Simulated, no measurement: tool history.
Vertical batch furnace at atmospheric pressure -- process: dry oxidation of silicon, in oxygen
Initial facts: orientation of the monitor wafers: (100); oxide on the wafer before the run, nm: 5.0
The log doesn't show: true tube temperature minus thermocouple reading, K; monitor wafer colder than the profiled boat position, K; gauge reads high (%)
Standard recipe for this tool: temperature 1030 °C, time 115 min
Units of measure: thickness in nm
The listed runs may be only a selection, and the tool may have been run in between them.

run	hour	temperature	time	wafers since the last listed run	hours since the last temperature calibration	hours since the boat lift was adjusted	hours since the gauge calibration	read-back reference wafer on the same gauge, thickness	thickness
1	0	1030	115	0	2946.3	797	583.8	86.24	94.77
2	61.2	1030	80	672	3007.5	858.2	645	86.26	74.07
3	165.9	1030	80	1149	3112.2	962.9	749.7	86.12	74.16
4	224.3	1030	115	641	3170.6	1021.3	808.1	86.13	94.42
5	300.1	1030	115	832	3246.4	1097.1	883.9	86.16	94.05
6	386.4	1030	115	947	3332.7	1183.4	970.2	86.09	94.29
7	476.2	1021	115	986	3422.5	1273.2	1060	86.17	86.67
8	553.6	1021	115	850	3499.9	1350.6	1137.4	86.23	86.18
9	604.5	1021	115	559	3550.8	1401.5	1188.3	86.22	86.03
10	678.6	1045	115	813	3624.9	1475.6	1262.4	86.17	105.65
# hour 794.4: thermocouples replaced and temperature profile calibrated
# hour 805.9: boat lift adjusted
11	806.4	1045	115	1013	12	0.5	1390.2	86.23	107.06
12	873.6	1030	115	738	79.2	67.7	1457.4	86.2	94.94
13	921.4	1030	115	524	127	115.5	1505.2	86.16	94.86
14	1022.1	1030	115	1106	227.7	216.2	1605.9	86.22	95.34
15	1120.5	1030	115	1080	326.1	314.6	1704.3	86.18	94.74
16	1197	1030	115	840	402.6	391.1	1780.8	86.15	94.05
17	1244.9	1030	115	526	450.5	439	1828.7	86.13	94.96
18	1348.6	1030	115	1138	554.2	542.7	1932.4	86.19	94.92
19	1446.2	1020	85.5	1071	651.8	640.3	2030	86.14	71.07
20	1514	1020	94	744	719.6	708.1	2097.8	86.06	74.87
21	1607.5	1030	60.5	1026	813.1	801.6	2191.3	86.14	62.07
22	1707	1030	157.5	1092	912.6	901.1	2290.8	86.26	115.26
23	1768.1	1030	115	671	973.7	962.2	2351.9	86.21	94.08
24	1858.6	1030	115	993	1064.2	1052.7	2442.4	86.14	93.23
25	1914.9	1030	80	618	1120.5	1109	2498.7	86.12	73.14
26	2112.7	1030	157.5	2172	1318.3	1306.8	2696.5	86.16	113.61
27	2159.1	1049	115	509	1364.7	1353.2	2742.9	86.19	108.17
# hour 2187.1: gauge calibrated
28	2220.8	1021	115	677	1426.4	1414.9	33.7	86.18	85.7
29	2271.3	1041	169.5	554	1476.9	1465.4	84.2	86.26	130.46
30	2340.2	1054	73.5	756	1545.8	1534.3	153.1	86.19	84.05
# hour 2457.8: boat lift adjusted
31	2458.3	1011	76.5	1033	1663.9	0.5	271.2	86.2	61.01
32	2536.6	1036	154	859	1742.2	78.8	349.5	86.21	122.04
33	2631.4	1007	67.5	1041	1837	173.6	444.3	86.29	54.31
34	2692.8	1030	164	674	1898.4	235	505.7	86.16	119.84
35	2780.1	1030	115	958	1985.7	322.3	593	86.26	94.82
36	2854.3	1030	115	814	2059.9	396.5	667.2	86.21	94.74
37	2908.2	1022	60.5	591	2113.8	450.4	721.1	86.25	58.2
38	2998.5	1050	115	991	2204.1	540.7	811.4	86.2	111.82
39	3058.9	1013	164.5	663	2264.5	601.1	871.8	86.23	104.08
40	3096.7	1039	115	415	2302.3	638.9	909.6	86.21	102.23

Each row is a separate what-if for the run after 40, all from the same tool condition, not one after another. Results?
A	3103.2	1030	149.5	71	2308.8	645.4	916.1	?	?
B	3103.2	1030	92	71	2308.8	645.4	916.1	?	?
C	3103.2	1011	149	71	2308.8	645.4	916.1	?	?

run	read-back reference wafer on the same gauge, thickness	thickness
A	86.16	113.11
B	86.16	82.04
C	86.16	95.63
Stripped of hidden state, with their random variation kept, the same runs would have yielded:
run	thickness
A	113.2
B	82.11
C	95.72
